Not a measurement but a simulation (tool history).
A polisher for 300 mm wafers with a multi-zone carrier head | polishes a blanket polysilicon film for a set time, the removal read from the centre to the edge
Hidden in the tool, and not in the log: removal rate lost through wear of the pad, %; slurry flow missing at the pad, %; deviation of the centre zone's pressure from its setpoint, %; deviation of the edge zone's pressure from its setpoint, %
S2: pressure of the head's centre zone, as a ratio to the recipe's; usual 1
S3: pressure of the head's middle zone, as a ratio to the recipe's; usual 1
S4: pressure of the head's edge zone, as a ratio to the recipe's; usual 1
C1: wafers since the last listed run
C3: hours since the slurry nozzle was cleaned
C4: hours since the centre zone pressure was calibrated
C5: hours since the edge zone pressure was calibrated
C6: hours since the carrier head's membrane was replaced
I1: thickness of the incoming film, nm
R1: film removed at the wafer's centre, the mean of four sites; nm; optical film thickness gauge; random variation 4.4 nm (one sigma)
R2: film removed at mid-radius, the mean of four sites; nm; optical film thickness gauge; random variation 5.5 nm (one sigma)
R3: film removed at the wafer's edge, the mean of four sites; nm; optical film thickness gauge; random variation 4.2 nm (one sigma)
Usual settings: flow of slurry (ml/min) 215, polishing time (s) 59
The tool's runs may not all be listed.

run 1 hour=0 | flow_of_slurry_(ml/min)=215 S2=1 S3=1 S4=1 polishing_time_(s)=59 | C1=0 wafers_polished_on_this_pad=876 C3=508 C4=1092 C5=665.4 C6=1128.4 | I1=1463.9 | R1=466.1 R2=455.7 R3=463.2
run 2 hour=13.5 | flow_of_slurry_(ml/min)=215 S2=1 S3=1 S4=1 polishing_time_(s)=59 | C1=162 wafers_polished_on_this_pad=1038 C3=521.5 C4=1105.5 C5=678.9 C6=1141.9 | I1=1443.1 | R1=454.1 R2=460 R3=466.3
-- hour=21.2 slurry nozzle cleaned
-- hour=25.5 worn pad replaced by a new one
run 3 hour=26 | flow_of_slurry_(ml/min)=215 S2=1 S3=1 S4=1 polishing_time_(s)=59 | C1=90 wafers_polished_on_this_pad=5 C3=4.8 C4=1118 C5=691.4 C6=1154.4 | I1=1443.6 | R1=455.4 R2=460 R3=458.5
-- hour=38.1 carrier head's membrane replaced by a new one
run 4 hour=49.1 | flow_of_slurry_(ml/min)=215 S2=1 S3=1 S4=1 polishing_time_(s)=59 | C1=217 wafers_polished_on_this_pad=223 C3=27.9 C4=1141.1 C5=714.5 C6=11 | I1=1481.1 | R1=453.2 R2=470.2 R3=470.1
-- hour=63.1 centre zone pressure recalibrated
-- hour=66.3 edge zone pressure recalibrated
run 5 hour=66.8 | flow_of_slurry_(ml/min)=215 S2=1 S3=1 S4=1 polishing_time_(s)=59 | C1=164 wafers_polished_on_this_pad=387 C3=45.6 C4=3.7 C5=0.5 C6=28.7 | I1=1469.9 | R1=458.8 R2=464 R3=468
run 6 hour=78.5 | flow_of_slurry_(ml/min)=215 S2=1 S3=1 S4=1 polishing_time_(s)=59 | C1=140 wafers_polished_on_this_pad=527 C3=57.3 C4=15.4 C5=12.2 C6=40.4 | I1=1486.2 | R1=461.4 R2=462.4 R3=457.4
run 7 hour=95.6 | flow_of_slurry_(ml/min)=215 S2=1 S3=1 S4=1 polishing_time_(s)=59 | C1=205 wafers_polished_on_this_pad=733 C3=74.4 C4=32.5 C5=29.3 C6=57.5 | I1=1483.8 | R1=460.2 R2=467.5 R3=455.2
run 8 hour=109.5 | flow_of_slurry_(ml/min)=215 S2=1 S3=0.95 S4=1 polishing_time_(s)=59 | C1=166 wafers_polished_on_this_pad=899 C3=88.3 C4=46.4 C5=43.2 C6=71.4 | I1=1464.7 | R1=458.2 R2=446.5 R3=456.1
-- hour=126.5 worn pad replaced by a new one
run 9 hour=127 | flow_of_slurry_(ml/min)=150 S2=1.04 S3=1 S4=0.95 polishing_time_(s)=42 | C1=162 wafers_polished_on_this_pad=5 C3=105.8 C4=63.9 C5=60.7 C6=88.9 | I1=1480.1 | R1=320.5 R2=312.4 R3=306
run 10 hour=139.1 | flow_of_slurry_(ml/min)=215 S2=1 S3=0.89 S4=1 polishing_time_(s)=59 | C1=145 wafers_polished_on_this_pad=150 C3=117.9 C4=76 C5=72.8 C6=101 | I1=1471.2 | R1=457.6 R2=427.6 R3=467.7
run 11 hour=145.7 | flow_of_slurry_(ml/min)=215 S2=1 S3=1.07 S4=0.89 polishing_time_(s)=59 | C1=79 wafers_polished_on_this_pad=230 C3=124.5 C4=82.6 C5=79.4 C6=107.6 | I1=1476.4 | R1=457.9 R2=486.4 R3=443
run 12 hour=157.9 | flow_of_slurry_(ml/min)=215 S2=1 S3=1 S4=1 polishing_time_(s)=59 | C1=146 wafers_polished_on_this_pad=376 C3=136.7 C4=94.8 C5=91.6 C6=119.8 | I1=1441.2 | R1=467 R2=465.8 R3=464.3
run 13 hour=170.4 | flow_of_slurry_(ml/min)=215 S2=0.95 S3=1 S4=1 polishing_time_(s)=51 | C1=150 wafers_polished_on_this_pad=526 C3=149.2 C4=107.3 C5=104.1 C6=132.3 | I1=1451.4 | R1=373.2 R2=405.5 R3=398.2
run 14 hour=179.9 | flow_of_slurry_(ml/min)=215 S2=1 S3=1 S4=1 polishing_time_(s)=59 | C1=114 wafers_polished_on_this_pad=640 C3=158.7 C4=116.8 C5=113.6 C6=141.8 | I1=1456.6 | R1=462.3 R2=457.8 R3=460.4
run 15 hour=196.4 | flow_of_slurry_(ml/min)=150 S2=1 S3=1 S4=0.93 polishing_time_(s)=41 | C1=198 wafers_polished_on_this_pad=838 C3=175.2 C4=133.3 C5=130.1 C6=158.3 | I1=1478.4 | R1=301.8 R2=297.9 R3=299.5
run 16 hour=207.9 | flow_of_slurry_(ml/min)=250 S2=1 S3=1.12 S4=1 polishing_time_(s)=59 | C1=138 wafers_polished_on_this_pad=976 C3=186.7 C4=144.8 C5=141.6 C6=169.8 | I1=1446.1 | R1=467.7 R2=508.5 R3=465.8
run 17 hour=224.6 | flow_of_slurry_(ml/min)=215 S2=1 S3=1 S4=1 polishing_time_(s)=59 | C1=200 wafers_polished_on_this_pad=1176 C3=203.4 C4=161.5 C5=158.3 C6=186.5 | I1=1474.7 | R1=460.4 R2=458.2 R3=465.4
-- hour=236.5 worn pad replaced by a new one
run 18 hour=237.2 | flow_of_slurry_(ml/min)=215 S2=1 S3=1 S4=1 polishing_time_(s)=59 | C1=103 wafers_polished_on_this_pad=8 C3=216 C4=174.1 C5=170.9 C6=199.1 | I1=1453 | R1=460.6 R2=463.6 R3=459.1
run 19 hour=252.2 | flow_of_slurry_(ml/min)=265 S2=1.1 S3=1 S4=1 polishing_time_(s)=59 | C1=180 wafers_polished_on_this_pad=188 C3=231 C4=189.1 C5=185.9 C6=214.1 | I1=1457.2 | R1=521.4 R2=469.2 R3=467.9
run 20 hour=262.9 | flow_of_slurry_(ml/min)=215 S2=1 S3=1 S4=1 polishing_time_(s)=59 | C1=128 wafers_polished_on_this_pad=317 C3=241.7 C4=199.8 C5=196.6 C6=224.8 | I1=1468.7 | R1=465.7 R2=454.9 R3=463
run 21 hour=277.5 | flow_of_slurry_(ml/min)=215 S2=1 S3=1.08 S4=1 polishing_time_(s)=59 | C1=175 wafers_polished_on_this_pad=492 C3=256.3 C4=214.4 C5=211.2 C6=239.4 | I1=1446.6 | R1=456.4 R2=489 R3=462.4
run 22 hour=292 | flow_of_slurry_(ml/min)=215 S2=1 S3=1 S4=1 polishing_time_(s)=45 | C1=174 wafers_polished_on_this_pad=666 C3=270.8 C4=228.9 C5=225.7 C6=253.9 | I1=1458.1 | R1=350.6 R2=353.1 R3=348.8
run 23 hour=304.4 | flow_of_slurry_(ml/min)=215 S2=1 S3=1 S4=1 polishing_time_(s)=59 | C1=148 wafers_polished_on_this_pad=815 C3=283.2 C4=241.3 C5=238.1 C6=266.3 | I1=1466.7 | R1=459.6 R2=455.9 R3=464.4

Forecast each of these 3 alternatives for the next run:
run A hour=304.8 | flow_of_slurry_(ml/min)=215 S2=1 S3=1 S4=1 polishing_time_(s)=59 | C1=4 wafers_polished_on_this_pad=820 C3=283.6 C4=241.7 C5=238.5 C6=266.7 | I1=1444.3 | R1=? R2=? R3=?
run B hour=304.8 | flow_of_slurry_(ml/min)=215 S2=1 S3=0.93 S4=1 polishing_time_(s)=59 | C1=4 wafers_polished_on_this_pad=820 C3=283.6 C4=241.7 C5=238.5 C6=266.7 | I1=1444.3 | R1=? R2=? R3=?
run C hour=304.8 | flow_of_slurry_(ml/min)=275 S2=1 S3=1.04 S4=1 polishing_time_(s)=76 | C1=4 wafers_polished_on_this_pad=820 C3=283.6 C4=241.7 C5=238.5 C6=266.7 | I1=1444.3 | R1=? R2=? R3=?

run=A R1=457.3 R2=466.1 R3=472.3
run=B R1=457.1 R2=441.6 R3=472.7
run=C R1=608.1 R2=636.3 R3=621.2
Without the tool's hidden state the same runs would have given:
run=A R1=457.3 R2=466.1 R3=472.3
run=B R1=457.1 R2=441.6 R3=472.7
run=C R1=608.1 R2=636.3 R3=621.2

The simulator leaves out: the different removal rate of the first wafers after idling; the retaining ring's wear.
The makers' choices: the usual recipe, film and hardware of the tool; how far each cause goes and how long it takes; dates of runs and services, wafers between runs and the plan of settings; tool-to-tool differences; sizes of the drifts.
